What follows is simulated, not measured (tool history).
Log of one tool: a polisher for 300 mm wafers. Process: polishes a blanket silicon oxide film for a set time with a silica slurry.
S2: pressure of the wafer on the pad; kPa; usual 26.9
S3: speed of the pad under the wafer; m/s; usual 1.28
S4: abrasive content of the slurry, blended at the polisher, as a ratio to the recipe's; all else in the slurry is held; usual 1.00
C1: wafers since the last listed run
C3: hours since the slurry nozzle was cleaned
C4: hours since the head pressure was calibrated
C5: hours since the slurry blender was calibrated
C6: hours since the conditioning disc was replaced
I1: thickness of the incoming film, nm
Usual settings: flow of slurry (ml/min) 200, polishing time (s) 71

run 1 day=0.000 | flow_of_slurry_(ml/min)=200 S2=26.9 S3=1.28 S4=1.00 polishing_time_(s)=71 | C1=0 wafers_polished_on_this_pad=4636 C3=690.1 C4=349.7 C5=127.5 C6=189.1 | I1=1889.5 | film_removed_(Å)=1969
run 2 day=1.633 | flow_of_slurry_(ml/min)=200 S2=26.9 S3=1.28 S4=1.00 polishing_time_(s)=71 | C1=524 wafers_polished_on_this_pad=5160 C3=729.3 C4=388.9 C5=166.7 C6=228.3 | I1=1882.8 | film_removed_(Å)=1979
-- day=2.092 worn pad replaced by a new one
-- day=3.867 slurry nozzle cleaned
run 3 day=4.388 | flow_of_slurry_(ml/min)=200 S2=26.9 S3=1.28 S4=1.00 polishing_time_(s)=71 | C1=817 wafers_polished_on_this_pad=724 C3=12.5 C4=455.0 C5=232.8 C6=294.4 | I1=1875.2 | film_removed_(Å)=2060
run 4 day=7.088 | flow_of_slurry_(ml/min)=200 S2=26.9 S3=1.28 S4=1.00 polishing_time_(s)=71 | C1=866 wafers_polished_on_this_pad=1590 C3=77.3 C4=519.8 C5=297.6 C6=359.2 | I1=1880.9 | film_removed_(Å)=2095
run 5 day=9.329 | flow_of_slurry_(ml/min)=200 S2=26.9 S3=1.28 S4=1.00 polishing_time_(s)=71 | C1=719 wafers_polished_on_this_pad=2310 C3=131.1 C4=573.6 C5=351.4 C6=413.0 | I1=1861.1 | film_removed_(Å)=2044
-- day=10.729 conditioning disc replaced and pad reconditioned
-- day=11.050 slurry blender recalibrated
run 6 day=13.746 | flow_of_slurry_(ml/min)=200 S2=26.9 S3=1.28 S4=1.00 polishing_time_(s)=71 | C1=1364 wafers_polished_on_this_pad=3675 C3=237.1 C4=679.6 C5=64.7 C6=72.4 | I1=1908.3 | film_removed_(Å)=2067
run 7 day=16.362 | flow_of_slurry_(ml/min)=200 S2=26.9 S3=1.28 S4=1.00 polishing_time_(s)=71 | C1=840 wafers_polished_on_this_pad=4515 C3=299.9 C4=742.4 C5=127.5 C6=135.2 | I1=1876.1 | film_removed_(Å)=2068
-- day=20.450 worn pad replaced by a new one
run 8 day=20.471 | flow_of_slurry_(ml/min)=200 S2=26.9 S3=1.28 S4=1.00 polishing_time_(s)=71 | C1=1265 wafers_polished_on_this_pad=7 C3=398.5 C4=841.0 C5=226.1 C6=233.8 | I1=1865.1 | film_removed_(Å)=2085
run 9 day=24.517 | flow_of_slurry_(ml/min)=200 S2=26.9 S3=1.28 S4=1.00 polishing_time_(s)=71 | C1=1299 wafers_polished_on_this_pad=1306 C3=495.6 C4=938.1 C5=323.2 C6=330.9 | I1=1889.7 | film_removed_(Å)=2073
run 10 day=27.367 | flow_of_slurry_(ml/min)=200 S2=26.9 S3=1.28 S4=1.00 polishing_time_(s)=71 | C1=915 wafers_polished_on_this_pad=2221 C3=564.0 C4=1006.5 C5=391.6 C6=399.3 | I1=1858.8 | film_removed_(Å)=2074
-- day=28.421 slurry blender recalibrated
-- day=29.171 conditioning disc replaced and pad reconditioned
run 11 day=29.325 | flow_of_slurry_(ml/min)=200 S2=26.9 S3=1.28 S4=1.15 polishing_time_(s)=71 | C1=575 wafers_polished_on_this_pad=2796 C3=611.0 C4=1053.5 C5=21.7 C6=3.7 | I1=1855.5 | film_removed_(Å)=2178
run 12 day=36.379 | flow_of_slurry_(ml/min)=200 S2=26.9 S3=1.28 S4=1.00 polishing_time_(s)=71 | C1=2264 wafers_polished_on_this_pad=5061 C3=780.3 C4=1222.8 C5=191.0 C6=173.0 | I1=1851.2 | film_removed_(Å)=2110
-- day=38.996 worn pad replaced by a new one
run 13 day=39.892 | flow_of_slurry_(ml/min)=150 S2=21.4 S3=1.28 S4=1.00 polishing_time_(s)=71 | C1=1074 wafers_polished_on_this_pad=287 C3=864.6 C4=1307.1 C5=275.3 C6=257.3 | I1=1872.1 | film_removed_(Å)=1623
-- day=40.008 head pressure recalibrated
run 14 day=41.929 | flow_of_slurry_(ml/min)=135 S2=20.0 S3=1.64 S4=0.85 polishing_time_(s)=71 | C1=627 wafers_polished_on_this_pad=914 C3=913.5 C4=46.1 C5=324.2 C6=306.2 | I1=1877.3 | film_removed_(Å)=1556
-- day=42.012 slurry nozzle cleaned
-- day=42.617 slurry blender recalibrated
-- day=47.971 conditioning disc replaced and pad reconditioned
run 15 day=54.954 | flow_of_slurry_(ml/min)=200 S2=26.9 S3=1.68 S4=1.20 polishing_time_(s)=71 | C1=4115 wafers_polished_on_this_pad=5029 C3=310.6 C4=358.7 C5=296.1 C6=167.6 | I1=1877.7 | film_removed_(Å)=2659
-- day=56.696 worn pad replaced by a new one
run 16 day=58.825 | flow_of_slurry_(ml/min)=200 S2=22.8 S3=1.28 S4=1.00 polishing_time_(s)=71 | C1=1189 wafers_polished_on_this_pad=683 C3=403.5 C4=451.6 C5=389.0 C6=260.5 | I1=1897.6 | film_removed_(Å)=1691
-- day=60.554 slurry blender recalibrated
run 17 day=61.058 | flow_of_slurry_(ml/min)=200 S2=26.9 S3=1.40 S4=0.70 polishing_time_(s)=56 | C1=690 wafers_polished_on_this_pad=1373 C3=457.1 C4=505.2 C5=12.1 C6=314.1 | I1=1865.4 | film_removed_(Å)=1493
-- day=62.321 conditioning disc replaced and pad reconditioned
run 18 day=64.183 | flow_of_slurry_(ml/min)=200 S2=26.9 S3=1.28 S4=1.00 polishing_time_(s)=71 | C1=976 wafers_polished_on_this_pad=2350 C3=532.1 C4=580.2 C5=87.1 C6=44.7 | I1=1857.8 | film_removed_(Å)=1996
run 19 day=71.650 | flow_of_slurry_(ml/min)=145 S2=19.3 S3=1.28 S4=0.90 polishing_time_(s)=71 | C1=2397 wafers_polished_on_this_pad=4747 C3=711.3 C4=759.4 C5=266.3 C6=223.9 | I1=1866.3 | film_removed_(Å)=1354
-- day=74.462 worn pad replaced by a new one
run 20 day=75.442 | flow_of_slurry_(ml/min)=200 S2=26.9 S3=1.00 S4=1.00 polishing_time_(s)=71 | C1=1163 wafers_polished_on_this_pad=313 C3=802.3 C4=850.4 C5=357.3 C6=314.9 | I1=1882.9 | film_removed_(Å)=1645
-- day=75.883 slurry blender recalibrated
run 21 day=77.029 | flow_of_slurry_(ml/min)=200 S2=26.9 S3=1.28 S4=0.70 polishing_time_(s)=71 | C1=482 wafers_polished_on_this_pad=796 C3=840.4 C4=888.5 C5=27.5 C6=353.0 | I1=1874.1 | film_removed_(Å)=1769
-- day=78.017 slurry nozzle cleaned
-- day=79.542 conditioning disc replaced and pad reconditioned
run 22 day=79.917 | flow_of_slurry_(ml/min)=200 S2=26.9 S3=1.28 S4=1.00 polishing_time_(s)=71 | C1=886 wafers_polished_on_this_pad=1683 C3=45.6 C4=957.8 C5=96.8 C6=9.0 | I1=1839.9 | film_removed_(Å)=2140
run 23 day=82.612 | flow_of_slurry_(ml/min)=200 S2=17.9 S3=1.28 S4=0.85 polishing_time_(s)=71 | C1=865 wafers_polished_on_this_pad=2549 C3=110.3 C4=1022.5 C5=161.5 C6=73.7 | I1=1863.4 | film_removed_(Å)=1325

Forecast each of these 5 alternatives for the next run:
run A day=82.629 | flow_of_slurry_(ml/min)=200 S2=26.9 S3=1.28 S4=1.10 polishing_time_(s)=71 | C1=5 wafers_polished_on_this_pad=2554 C3=110.7 C4=1022.9 C5=161.9 C6=74.1 | I1=1866.5 | film_removed_(Å)=?
run B day=82.629 | flow_of_slurry_(ml/min)=200 S2=26.9 S3=1.28 S4=1.10 polishing_time_(s)=55 | C1=5 wafers_polished_on_this_pad=2554 C3=110.7 C4=1022.9 C5=161.9 C6=74.1 | I1=1866.5 | film_removed_(Å)=?
run C day=82.629 | flow_of_slurry_(ml/min)=160 S2=22.1 S3=1.28 S4=1.00 polishing_time_(s)=49 | C1=5 wafers_polished_on_this_pad=2554 C3=110.7 C4=1022.9 C5=161.9 C6=74.1 | I1=1866.5 | film_removed_(Å)=?
run D day=82.629 | flow_of_slurry_(ml/min)=200 S2=35.2 S3=1.28 S4=1.00 polishing_time_(s)=71 | C1=5 wafers_polished_on_this_pad=2554 C3=110.7 C4=1022.9 C5=161.9 C6=74.1 | I1=1866.5 | film_removed_(Å)=?
run E day=82.629 | flow_of_slurry_(ml/min)=270 S2=26.9 S3=0.88 S4=1.00 polishing_time_(s)=53 | C1=5 wafers_polished_on_this_pad=2554 C3=110.7 C4=1022.9 C5=161.9 C6=74.1 | I1=1866.5 | film_removed_(Å)=?

run=A film_removed_(Å)=2184
run=B film_removed_(Å)=1692
run=C film_removed_(Å)=1172
run=D film_removed_(Å)=2762
run=E film_removed_(Å)=1199
Without the tool's unlogged condition, the same runs would have read:
run=A film_removed_(Å)=2089
run=B film_removed_(Å)=1618
run=C film_removed_(Å)=1123
run=D film_removed_(Å)=2641
run=E film_removed_(Å)=1144

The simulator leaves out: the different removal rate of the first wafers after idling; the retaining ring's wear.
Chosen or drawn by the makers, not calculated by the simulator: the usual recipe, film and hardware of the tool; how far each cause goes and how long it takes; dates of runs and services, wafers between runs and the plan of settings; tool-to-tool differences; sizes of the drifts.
